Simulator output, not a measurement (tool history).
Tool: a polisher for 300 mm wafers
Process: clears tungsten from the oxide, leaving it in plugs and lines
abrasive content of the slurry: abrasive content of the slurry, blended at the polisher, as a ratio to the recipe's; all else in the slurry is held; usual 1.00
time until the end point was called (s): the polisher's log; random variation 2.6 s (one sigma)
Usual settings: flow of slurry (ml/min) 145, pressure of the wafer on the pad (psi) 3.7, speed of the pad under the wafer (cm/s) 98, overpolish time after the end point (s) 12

run	hour	flow of slurry (ml/min)	pressure of the wafer on the pad (psi)	speed of the pad under the wafer (cm/s)	abrasive content of the slurry	overpolish time after the end point (s)	wafers since the last listed run	wafers polished on this pad	hours since the slurry nozzle was cleaned	hours since the head pressure was calibrated	hours since the slurry blender was calibrated	hours since the slurry got fresh peroxide	incoming thickness of the incoming film, nm	time until the end point was called (s)
1	0.0	145	4.2	98	1.00	12	0	1893	72.6	64.8	43.9	116.3	538.9	120.2
# hour 37.8: worn pad replaced by a new one
2	97.1	145	3.7	98	1.00	12	797	507	169.7	161.9	141.0	213.4	543.8	131.9
3	111.3	145	3.7	98	1.00	12	121	629	183.9	176.1	155.2	227.6	531.6	132.2
4	146.0	120	4.7	98	1.00	14	297	926	218.6	210.8	189.9	262.3	536.6	119.4
5	169.8	145	3.7	98	0.75	12	203	1130	242.4	234.6	213.7	286.1	543.2	148.0
# hour 196.8: slurry tank refilled with fresh slurry and peroxide
6	201.1	145	3.7	98	1.10	12	259	1390	273.7	265.9	245.0	4.3	539.7	138.8
7	215.6	145	3.7	98	1.00	12	124	1514	288.2	280.4	259.5	18.8	540.1	143.0
8	249.3	165	3.7	98	1.00	17	288	1803	321.9	314.1	293.2	52.5	535.9	143.2
# hour 258.3: slurry blender recalibrated
9	283.5	145	4.3	98	1.00	5	275	2079	356.1	348.3	25.2	86.7	534.0	114.7
10	305.4	145	4.3	80	1.00	7	187	2266	378.0	370.2	47.1	108.6	542.2	134.3
# hour 311.2: worn pad replaced by a new one
11	331.9	130	3.7	98	1.00	5	192	177	404.5	396.7	73.6	135.1	536.5	131.1
# hour 344.4: slurry nozzle cleaned
12	348.6	145	3.7	98	1.00	12	134	312	4.2	413.4	90.3	151.8	542.2	127.4
13	367.4	180	3.7	80	0.80	7	161	473	23.0	432.2	109.1	170.6	541.0	159.6
14	383.1	145	3.7	98	1.00	12	134	607	38.7	447.9	124.8	186.3	540.1	138.4
15	398.1	145	2.7	98	1.10	12	128	736	53.7	462.9	139.8	201.3	534.2	156.7
16	432.1	145	3.7	98	1.00	12	291	1027	87.7	496.9	173.8	235.3	537.7	137.6
# hour 475.4: slurry tank refilled with fresh slurry and peroxide
17	477.5	145	2.8	98	0.80	12	380	1407	133.1	542.3	219.2	2.1	530.7	177.3
18	499.9	120	3.7	98	1.00	18	191	1599	155.5	564.7	241.6	24.5	533.9	147.0
# hour 515.7: slurry blender recalibrated
19	534.6	145	2.6	98	0.70	12	280	1879	190.2	599.4	18.9	59.2	542.2	189.5
20	563.9	145	3.7	98	1.00	12	251	2130	219.5	628.7	48.2	88.5	535.9	129.2
21	597.7	145	3.7	98	1.00	12	289	2420	253.3	662.5	82.0	122.3	543.2	131.8
# hour 623.4: worn pad replaced by a new one
22	629.9	130	4.1	118	1.00	15	241	56	285.5	694.7	114.2	154.5	543.3	112.4
23	653.6	145	3.7	98	1.00	9	203	259	309.2	718.4	137.9	178.2	541.9	134.6
24	684.4	195	3.7	80	1.00	12	263	522	340.0	749.2	168.7	209.0	536.7	150.3
25	719.0	145	4.4	98	1.00	12	296	819	374.6	783.8	203.3	243.6	532.2	123.7

The same runs without the tool's hidden state, with the same run-to-run variation:
The hidden state here: removal rate lost through wear of the pad, %; slurry flow missing at the pad, %; deviation of the head's pressure from its setpoint, %; abrasive missing from the slurry, %; peroxide lost from the slurry, %.
run	time until the end point was called (s)
1	119.4
2	128.1
3	127.8
4	113.5
5	139.0
6	127.1
7	129.5
8	125.3
9	113.4
10	132.6
11	128.9
12	124.8
13	155.8
14	134.4
15	151.2
16	130.9
17	164.6
18	134.0
19	187.7
20	127.6
21	129.4
22	109.6
23	130.1
24	143.5
25	115.9

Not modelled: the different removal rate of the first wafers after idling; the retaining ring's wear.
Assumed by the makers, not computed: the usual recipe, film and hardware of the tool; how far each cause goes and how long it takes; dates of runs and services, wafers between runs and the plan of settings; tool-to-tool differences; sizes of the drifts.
